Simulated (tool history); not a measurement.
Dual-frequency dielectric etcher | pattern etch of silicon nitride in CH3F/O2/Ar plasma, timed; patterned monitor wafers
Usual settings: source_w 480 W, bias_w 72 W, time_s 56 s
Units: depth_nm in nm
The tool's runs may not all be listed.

run,day,source_w,bias_w,time_s,wafers since the last listed run,hours since the last wet clean,hours since the last source power generator calibration,hours since the last bias power generator calibration,hours since the last upper electrode change,hours since the gauge calibration,"read-back reference wafer on the same gauge, depth_nm",depth_nm
1,0,480,72,56,0,386.7,2636.1,1265.8,5218.4,523.1,50.13,43.38
# day 3.846: wet clean of the chamber
2,3.867,480,72,56,777,0.5,2728.9,1358.6,5311.2,615.9,50.33,43.47
3,6.542,510,72,56,725,64.7,2793.1,1422.8,5375.4,680.1,50.48,45.01
4,7.096,510,72,56,150,78,2806.4,1436.1,5388.7,693.4,50.5,45.07
# day 8.15: upper electrode replaced
5,8.275,480,83,56,48,106.3,2834.7,1464.4,3,721.7,50.55,45.35
# day 11.262: gauge calibrated
6,12.329,480,83,56,1099,203.6,2932,1561.7,100.3,25.6,49.35,44.75
7,13.438,520,82,56,300,230.2,2958.6,1588.3,126.9,52.2,49.34,45.38
8,14.908,540,60,68,398,265.5,2993.9,1623.6,162.2,87.5,49.43,52.49
9,16.004,480,79,50.5,297,291.8,3020.2,1649.9,188.5,113.8,49.4,39.6
10,16.575,600,65,63.5,154,305.5,3033.9,1663.6,202.2,127.5,49.69,51.81
11,17.125,600,89,51,149,318.7,3047.1,1676.8,215.4,140.7,49.47,44.46
# day 21.179: bias power generator calibrated
12,21.258,480,72,56,1075,417.9,3146.3,1.9,314.6,239.9,49.76,43.02
13,22.438,480,72,56,319,446.2,3174.6,30.2,342.9,268.2,49.91,42.56
14,23.917,480,72,56,401,481.7,3210.1,65.7,378.4,303.7,50.02,43.4
# day 25.312: wet clean of the chamber
15,26.888,480,72,56,534,37.8,3281.4,137,449.7,375,50.11,43.17
16,28.312,480,56,56,386,72,3315.6,171.2,483.9,409.2,50.19,41.11
# day 28.708: source power generator calibrated
17,29.783,480,72,56,353,107.3,25.8,206.5,519.2,444.5,50.2,43.69
18,30.479,480,72,46,188,124,42.5,223.2,535.9,461.2,50.31,35.51
19,31.408,480,63,56,251,146.3,64.8,245.5,558.2,483.5,50.25,42.46
20,32.208,430,88,56,216,165.5,84,264.7,577.4,502.7,50.36,44.18
21,33.167,560,66,40.5,259,188.5,107,287.7,600.4,525.7,50.26,32.74
22,34.825,570,77,56,449,228.3,146.8,327.5,640.2,565.5,50.44,48.06
23,35.667,480,72,56,228,248.5,167,347.7,660.4,585.7,50.44,43.58
24,37.067,430,79,69,379,282.1,200.6,381.3,694,619.3,50.39,52.99
25,37.992,480,84,50,250,304.3,222.8,403.5,716.2,641.5,50.62,40.58
26,39.142,540,60,68,311,331.9,250.4,431.1,743.8,669.1,50.46,53.91
27,41.092,480,72,56,528,378.7,297.2,477.9,790.6,715.9,50.76,44.59
28,42.079,530,67,68,267,402.4,320.9,501.6,814.3,739.6,50.65,54.48
29,43.162,380,72,67.5,293,428.4,346.9,527.6,840.3,765.6,50.6,48.18

5 ways to go on from here, each from the tool as it stands after run 29. What would each give?
A,43.179,480,89,56,4,428.8,347.3,528,840.7,766,?,?
B,43.179,520,90,56,4,428.8,347.3,528,840.7,766,?,?
C,43.179,480,58,56,4,428.8,347.3,528,840.7,766,?,?
D,43.179,480,66,56,4,428.8,347.3,528,840.7,766,?,?
E,43.179,480,72,68.5,4,428.8,347.3,528,840.7,766,?,?

run,"read-back reference wafer on the same gauge, depth_nm",depth_nm
A,50.82,45.88
B,50.82,47.41
C,50.82,41.66
D,50.82,42.8
E,50.82,53.37
Without the tool's hidden state the same runs would have given:
run,depth_nm
A,44.34
B,45.82
C,40.27
D,41.37
E,51.58

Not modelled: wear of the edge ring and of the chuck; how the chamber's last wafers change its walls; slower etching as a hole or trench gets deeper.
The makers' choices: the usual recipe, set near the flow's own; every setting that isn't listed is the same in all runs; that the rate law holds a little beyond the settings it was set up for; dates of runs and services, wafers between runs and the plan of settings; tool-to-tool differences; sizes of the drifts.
